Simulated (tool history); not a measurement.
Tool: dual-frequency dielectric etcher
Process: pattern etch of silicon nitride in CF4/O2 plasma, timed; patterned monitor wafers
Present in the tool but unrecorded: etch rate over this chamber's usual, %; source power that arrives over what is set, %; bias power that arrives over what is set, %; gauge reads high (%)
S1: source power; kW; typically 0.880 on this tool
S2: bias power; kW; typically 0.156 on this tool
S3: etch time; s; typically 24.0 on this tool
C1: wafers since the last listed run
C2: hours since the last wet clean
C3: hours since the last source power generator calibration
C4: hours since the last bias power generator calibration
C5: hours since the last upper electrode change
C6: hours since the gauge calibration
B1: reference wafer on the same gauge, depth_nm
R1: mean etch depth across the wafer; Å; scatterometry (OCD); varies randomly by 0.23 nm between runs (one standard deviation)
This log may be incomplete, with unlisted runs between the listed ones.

run,day,S1,S2,S3,C1,C2,C3,C4,C5,C6,B1,R1
1,0.000,0.880,0.156,24.0,0,126.3,1599.5,4387.8,4342.3,102.7,70.1,815
2,2.621,0.880,0.156,24.0,539,189.2,1662.4,4450.7,4405.2,165.6,70.0,810
3,5.558,0.880,0.156,24.0,604,259.7,1732.9,4521.2,4475.7,236.1,70.0,808
4,7.692,0.880,0.156,24.0,438,310.9,1784.1,4572.4,4526.9,287.3,70.0,805
# day 10.196: bias power generator calibrated
5,10.404,0.880,0.156,24.0,523,376.0,1849.2,5.0,4592.0,352.4,70.0,806
6,11.721,0.980,0.156,29.0,270,407.6,1880.8,36.6,4623.6,384.0,70.1,1081
# day 13.188: source power generator calibrated
7,13.221,0.980,0.156,29.0,274,443.6,0.8,72.6,4659.6,420.0,70.0,1128
# day 14.679: gauge calibrated
# day 14.804: upper electrode replaced
8,14.825,0.880,0.190,24.0,124,482.1,39.3,111.1,0.5,3.5,70.0,909
9,17.196,1.010,0.170,31.0,487,539.0,96.2,168.0,57.4,60.4,70.0,1296
# day 18.688: wet clean of the chamber
10,19.208,0.880,0.156,21.5,208,12.5,144.5,216.3,105.7,108.7,70.0,750
11,21.596,0.880,0.156,24.0,491,69.8,201.8,273.6,163.0,166.0,70.0,837
12,24.521,0.680,0.178,26.0,601,140.0,272.0,343.8,233.2,236.2,70.0,721
13,26.742,1.070,0.180,22.0,456,193.3,325.3,397.1,286.5,289.5,70.1,991
14,29.346,0.880,0.156,24.0,535,255.8,387.8,459.6,349.0,352.0,70.0,834

The next listed run, before its measurement:
15,30.808,0.880,0.156,30.5,300,290.9,422.9,494.7,384.1,387.1,?,?

Run 15 came out at B1 69.9, R1 1062 Å.
With no hidden state in the tool, this same run would have given R1 1066 Å.
